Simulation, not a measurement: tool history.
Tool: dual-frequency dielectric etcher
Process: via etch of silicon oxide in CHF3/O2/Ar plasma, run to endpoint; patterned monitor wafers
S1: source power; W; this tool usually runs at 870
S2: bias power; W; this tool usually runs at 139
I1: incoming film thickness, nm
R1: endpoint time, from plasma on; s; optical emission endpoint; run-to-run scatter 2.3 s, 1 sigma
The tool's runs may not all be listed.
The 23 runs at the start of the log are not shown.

run	hour	S1	S2	I1	R1
24	1342.1	720	114	656.0	308.4
25	1405.0	870	122	658.3	285.5
# hour 1454.5: wet clean of the chamber
26	1455.0	870	139	658.0	281.0
27	1498.8	950	112	657.7	296.0
28	1547.5	870	164	655.1	258.6
29	1603.0	960	156	664.3	261.8
30	1631.7	870	109	658.6	300.7
31	1665.7	930	106	663.3	295.9
32	1721.9	960	108	656.7	288.3
33	1760.0	1030	139	654.7	258.0
34	1826.9	690	108	653.3	315.2
35	1855.2	940	139	655.9	266.5

Below are 4 alternative next runs, each starting from the tool's condition after run 35. Predict each:
A	1855.7	870	139	653.4	?
B	1855.7	1020	153	653.4	?
C	1855.7	720	160	653.4	?
D	1855.7	990	151	653.4	?

run	R1
A	267.3
B	246.0
C	271.1
D	249.5
The same runs, with their run-to-run variation unchanged, on a tool lacking any hidden condition would have given:
run	R1
A	278.2
B	256.1
C	282.1
D	259.7

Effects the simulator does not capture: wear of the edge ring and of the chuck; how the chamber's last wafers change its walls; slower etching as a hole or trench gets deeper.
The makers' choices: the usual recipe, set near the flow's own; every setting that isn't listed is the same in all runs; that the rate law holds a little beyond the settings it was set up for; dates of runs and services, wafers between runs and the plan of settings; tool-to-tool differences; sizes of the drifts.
